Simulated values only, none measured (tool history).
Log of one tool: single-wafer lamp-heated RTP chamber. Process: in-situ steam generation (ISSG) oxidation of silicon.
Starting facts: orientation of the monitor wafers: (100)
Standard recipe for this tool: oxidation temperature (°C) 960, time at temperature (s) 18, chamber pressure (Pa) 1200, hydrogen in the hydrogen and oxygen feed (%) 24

| run | hour | oxidation temperature (°C) | time at temperature (s) | chamber pressure (Pa) | hydrogen in the hydrogen and oxygen feed (%) | read-back reference wafer on the same gauge, thickness | oxide thickness on the monitor wafer (angstrom) |
|---|---|---|---|---|---|---|---|
| 1 | 0 | 960 | 18 | 1200 | 19 | 3.93 | 47.42 |
|  | 18 | pyrometer window cleaned and pyrometer calibrated |
| 2 | 18.7 | 960 | 18 | 1200 | 19 | 3.932 | 45.62 |
| 3 | 52.1 | 960 | 12 | 1200 | 24 | 3.928 | 41.11 |
| 4 | 73.1 | 960 | 12 | 1200 | 24 | 3.929 | 41.37 |
| 5 | 103.2 | 960 | 12 | 1200 | 24 | 3.928 | 41.63 |
| 6 | 132.7 | 960 | 18 | 1200 | 24 | 3.933 | 48.86 |
| 7 | 146.6 | 960 | 18 | 1200 | 24 | 3.931 | 49.01 |
| 8 | 165 | 960 | 18 | 1200 | 24 | 3.925 | 49.38 |
| 9 | 199.8 | 960 | 18 | 1200 | 24 | 3.93 | 49.26 |
|  | 235.3 | pyrometer window cleaned and pyrometer calibrated |
| 10 | 235.8 | 960 | 18 | 1200 | 24 | 3.933 | 48.25 |
| 11 | 252.6 | 960 | 18 | 1200 | 22 | 3.932 | 47.34 |
| 12 | 269.5 | 960 | 11 | 1053 | 32 | 3.929 | 44.06 |
| 13 | 301.8 | 967 | 18 | 1200 | 30 | 3.93 | 52.42 |
| 14 | 322.6 | 944 | 21 | 1107 | 24 | 3.926 | 49.74 |
| 15 | 348.3 | 960 | 18 | 1200 | 24 | 3.933 | 48.79 |
| 16 | 364.6 | 969 | 22 | 1133 | 32 | 3.93 | 59.67 |
|  | 391.5 | gauge calibrated |
| 17 | 435.2 | 960 | 24 | 1360 | 31 | 3.933 | 57.82 |
|  | 451.1 | hydrogen flow controller replaced |
| 18 | 454 | 952 | 22 | 1200 | 15 | 3.93 | 47.95 |
|  | 469.6 | pyrometer window cleaned and pyrometer calibrated |
| 19 | 470.1 | 971 | 18 | 1200 | 20 | 3.931 | 48.01 |
| 20 | 492.3 | 960 | 18 | 1200 | 24 | 3.928 | 48.66 |
| 21 | 510.6 | 960 | 14 | 1280 | 30 | 3.932 | 46.08 |
| 22 | 529.1 | 960 | 18 | 1200 | 24 | 3.931 | 48.7 |
| 23 | 560 | 950 | 14 | 1200 | 24 | 3.929 | 42.84 |
|  | 577.9 | pressure gauge zeroed |
| 24 | 585.9 | 953 | 18 | 1133 | 29 | 3.933 | 50.75 |
| 25 | 614.4 | 960 | 18 | 1200 | 19 | 3.93 | 46.49 |
| 26 | 630.7 | 960 | 18 | 1200 | 24 | 3.936 | 49.49 |
| 27 | 657.7 | 960 | 18 | 1147 | 24 | 3.926 | 49.29 |
| 28 | 675.5 | 960 | 18 | 1293 | 17 | 3.935 | 45.53 |
| 29 | 710.5 | 960 | 18 | 1040 | 24 | 3.936 | 50.44 |
|  | 731 | pyrometer window cleaned and pyrometer calibrated |
| 30 | 734.1 | 969 | 13 | 1200 | 24 | 3.934 | 43.57 |
| 31 | 759.9 | 960 | 18 | 1200 | 24 | 3.927 | 48.86 |
| 32 | 788.6 | 960 | 18 | 1200 | 24 | 3.923 | 48.87 |

For each run, what was the tool's unlogged condition?
true pressure minus gauge reading, Torr: 0 across all the runs
deviation of the hydrogen flow from its setpoint, %: 0 across all the runs
gauge reads high (%): 0 across all the runs
H1: true wafer temperature minus pyrometer reading, K
| run | H1 |
|---|---|
| 1 | 10.8 |
| 2 | 0.401 |
| 3 | 1.87 |
| 4 | 2.79 |
| 5 | 4.11 |
| 6 | 5.41 |
| 7 | 6.02 |
| 8 | 6.83 |
| 9 | 8.35 |
| 10 | 1.25 |
| 11 | 1.99 |
| 12 | 2.73 |
| 13 | 4.15 |
| 14 | 5.06 |
| 15 | 6.19 |
| 16 | 6.91 |
| 17 | 10 |
| 18 | 10.8 |
| 19 | 1.06 |
| 20 | 2.04 |
| 21 | 2.84 |
| 22 | 3.65 |
| 23 | 5.01 |
| 24 | 6.15 |
| 25 | 7.4 |
| 26 | 8.12 |
| 27 | 9.3 |
| 28 | 10.1 |
| 29 | 11.6 |
| 30 | 0.735 |
| 31 | 1.87 |
| 32 | 3.13 |

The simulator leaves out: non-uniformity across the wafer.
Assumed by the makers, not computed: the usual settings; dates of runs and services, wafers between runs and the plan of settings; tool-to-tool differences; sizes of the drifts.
